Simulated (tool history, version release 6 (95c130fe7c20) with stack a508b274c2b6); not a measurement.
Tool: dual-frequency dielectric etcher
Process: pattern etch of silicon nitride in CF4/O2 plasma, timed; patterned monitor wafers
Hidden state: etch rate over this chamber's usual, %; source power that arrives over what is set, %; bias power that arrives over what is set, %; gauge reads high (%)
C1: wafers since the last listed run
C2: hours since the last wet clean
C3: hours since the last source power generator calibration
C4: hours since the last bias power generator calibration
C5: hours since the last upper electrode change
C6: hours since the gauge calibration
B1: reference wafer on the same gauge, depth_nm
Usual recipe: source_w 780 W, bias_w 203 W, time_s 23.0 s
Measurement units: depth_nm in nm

run 1 hour=0.0 | source_w=780 bias_w=203 time_s=23.0 | C1=0 C2=194.1 C3=3470.2 C4=2936.0 C5=2744.4 C6=596.1 | B1=67.3 | depth_nm=75.0
run 2 hour=15.0 | source_w=780 bias_w=169 time_s=23.0 | C1=212 C2=209.1 C3=3485.2 C4=2951.0 C5=2759.4 C6=611.1 | B1=67.2 | depth_nm=69.6
run 3 hour=38.6 | source_w=780 bias_w=172 time_s=20.0 | C1=333 C2=232.7 C3=3508.8 C4=2974.6 C5=2783.0 C6=634.7 | B1=67.2 | depth_nm=61.0
run 4 hour=60.6 | source_w=780 bias_w=172 time_s=20.0 | C1=311 C2=254.7 C3=3530.8 C4=2996.6 C5=2805.0 C6=656.7 | B1=67.2 | depth_nm=61.5
run 5 hour=90.7 | source_w=720 bias_w=203 time_s=18.0 | C1=425 C2=284.8 C3=3560.9 C4=3026.7 C5=2835.1 C6=686.8 | B1=67.3 | depth_nm=54.9
run 6 hour=103.9 | source_w=720 bias_w=203 time_s=18.0 | C1=186 C2=298.0 C3=3574.1 C4=3039.9 C5=2848.3 C6=700.0 | B1=67.2 | depth_nm=55.1
run 7 hour=120.6 | source_w=780 bias_w=186 time_s=18.5 | C1=236 C2=314.7 C3=3590.8 C4=3056.6 C5=2865.0 C6=716.7 | B1=67.2 | depth_nm=58.2
run 8 hour=135.5 | source_w=780 bias_w=186 time_s=18.5 | C1=210 C2=329.6 C3=3605.7 C4=3071.5 C5=2879.9 C6=731.6 | B1=67.2 | depth_nm=58.6
run 9 hour=160.6 | source_w=780 bias_w=186 time_s=18.5 | C1=354 C2=354.7 C3=3630.8 C4=3096.6 C5=2905.0 C6=756.7 | B1=67.2 | depth_nm=58.6
run 10 hour=195.6 | source_w=780 bias_w=203 time_s=23.0 | C1=494 C2=389.7 C3=3665.8 C4=3131.6 C5=2940.0 C6=791.7 | B1=67.2 | depth_nm=75.5
run 11 hour=222.4 | source_w=780 bias_w=203 time_s=23.0 | C1=378 C2=416.5 C3=3692.6 C4=3158.4 C5=2966.8 C6=818.5 | B1=67.2 | depth_nm=75.7
run 12 hour=252.5 | source_w=840 bias_w=175 time_s=20.0 | C1=425 C2=446.6 C3=3722.7 C4=3188.5 C5=2996.9 C6=848.6 | B1=67.2 | depth_nm=66.3
-- hour=307.2 wet clean of the chamber
run 13 hour=307.7 | source_w=780 bias_w=243 time_s=23.0 | C1=441 C2=0.5 C3=3777.9 C4=3243.7 C5=3052.1 C6=903.8 | B1=67.2 | depth_nm=80.6
run 14 hour=350.2 | source_w=860 bias_w=203 time_s=26.0 | C1=600 C2=43.0 C3=3820.4 C4=3286.2 C5=3094.6 C6=946.3 | B1=67.2 | depth_nm=91.8
run 15 hour=372.1 | source_w=780 bias_w=203 time_s=23.0 | C1=309 C2=64.9 C3=3842.3 C4=3308.1 C5=3116.5 C6=968.2 | B1=67.3 | depth_nm=75.0
run 16 hour=397.5 | source_w=780 bias_w=174 time_s=29.0 | C1=359 C2=90.3 C3=3867.7 C4=3333.5 C5=3141.9 C6=993.6 | B1=67.2 | depth_nm=89.0
run 17 hour=425.5 | source_w=610 bias_w=182 time_s=18.0 | C1=395 C2=118.3 C3=3895.7 C4=3361.5 C5=3169.9 C6=1021.6 | B1=67.2 | depth_nm=45.1
run 18 hour=459.9 | source_w=950 bias_w=178 time_s=23.0 | C1=486 C2=152.7 C3=3930.1 C4=3395.9 C5=3204.3 C6=1056.0 | B1=67.2 | depth_nm=84.8
-- hour=468.7 source power generator calibrated
-- hour=483.4 gauge calibrated
-- hour=497.3 upper electrode replaced, of another model than before
-- hour=499.2 bias power generator calibrated
run 19 hour=499.7 | source_w=780 bias_w=203 time_s=23.0 | C1=140 C2=192.5 C3=31.0 C4=0.5 C5=2.4 C6=16.3 | B1=67.2 | depth_nm=74.8
run 20 hour=514.4 | source_w=780 bias_w=230 time_s=28.5 | C1=207 C2=207.2 C3=45.7 C4=15.2 C5=17.1 C6=31.0 | B1=67.1 | depth_nm=100.6
run 21 hour=537.0 | source_w=710 bias_w=237 time_s=20.0 | C1=319 C2=229.8 C3=68.3 C4=37.8 C5=39.7 C6=53.6 | B1=67.2 | depth_nm=68.2
run 22 hour=563.5 | source_w=590 bias_w=203 time_s=28.5 | C1=374 C2=256.3 C3=94.8 C4=64.3 C5=66.2 C6=80.1 | B1=67.2 | depth_nm=80.6
run 23 hour=586.1 | source_w=780 bias_w=203 time_s=23.0 | C1=319 C2=278.9 C3=117.4 C4=86.9 C5=88.8 C6=102.7 | B1=67.2 | depth_nm=75.2
run 24 hour=616.6 | source_w=780 bias_w=203 time_s=23.0 | C1=431 C2=309.4 C3=147.9 C4=117.4 C5=119.3 C6=133.2 | B1=67.2 | depth_nm=75.3
run 25 hour=649.8 | source_w=860 bias_w=203 time_s=26.0 | C1=469 C2=342.6 C3=181.1 C4=150.6 C5=152.5 C6=166.4 | B1=67.2 | depth_nm=90.0
run 26 hour=679.9 | source_w=780 bias_w=170 time_s=16.5 | C1=425 C2=372.7 C3=211.2 C4=180.7 C5=182.6 C6=196.5 | B1=67.2 | depth_nm=48.3
-- hour=755.5 wet clean of the chamber
run 27 hour=756.0 | source_w=840 bias_w=203 time_s=18.0 | C1=736 C2=0.5 C3=287.3 C4=256.8 C5=258.7 C6=272.6 | B1=67.2 | depth_nm=60.6
run 28 hour=761.7 | source_w=780 bias_w=203 time_s=19.5 | C1=80 C2=6.2 C3=293.0 C4=262.5 C5=264.4 C6=278.3 | B1=67.2 | depth_nm=62.6
run 29 hour=776.2 | source_w=780 bias_w=160 time_s=25.0 | C1=204 C2=20.7 C3=307.5 C4=277.0 C5=278.9 C6=292.8 | B1=67.3 | depth_nm=68.9
run 30 hour=805.7 | source_w=780 bias_w=203 time_s=23.0 | C1=417 C2=50.2 C3=337.0 C4=306.5 C5=308.4 C6=322.3 | B1=67.2 | depth_nm=74.9
run 31 hour=839.8 | source_w=780 bias_w=203 time_s=23.0 | C1=482 C2=84.3 C3=371.1 C4=340.6 C5=342.5 C6=356.4 | B1=67.2 | depth_nm=74.5

How the hidden state differs across the entries between the runs, from the last listed run before each to the first after it:
Between runs 12 and 13: wet clean of the chamber (hour 307.2)
  etch rate over this chamber's usual, %: 1.65 -> 0.139
  measured value less the no-hidden-state value, depth_nm: +1.1 -> +0.1 nm
Between runs 18 and 19: source power generator calibrated (hour 468.7); gauge calibrated (hour 483.4); upper electrode replaced, of another model than before (hour 497.3); bias power generator calibrated (hour 499.2)
  etch rate over this chamber's usual, %: 0.683 -> 0.825
  measured value less the no-hidden-state value, depth_nm: +0.5 -> +0.7 nm
Between runs 26 and 27: wet clean of the chamber (hour 755.5)
  etch rate over this chamber's usual, %: 1.47 -> -0.368
  measured value less the no-hidden-state value, depth_nm: +0.7 -> -0.2 nm
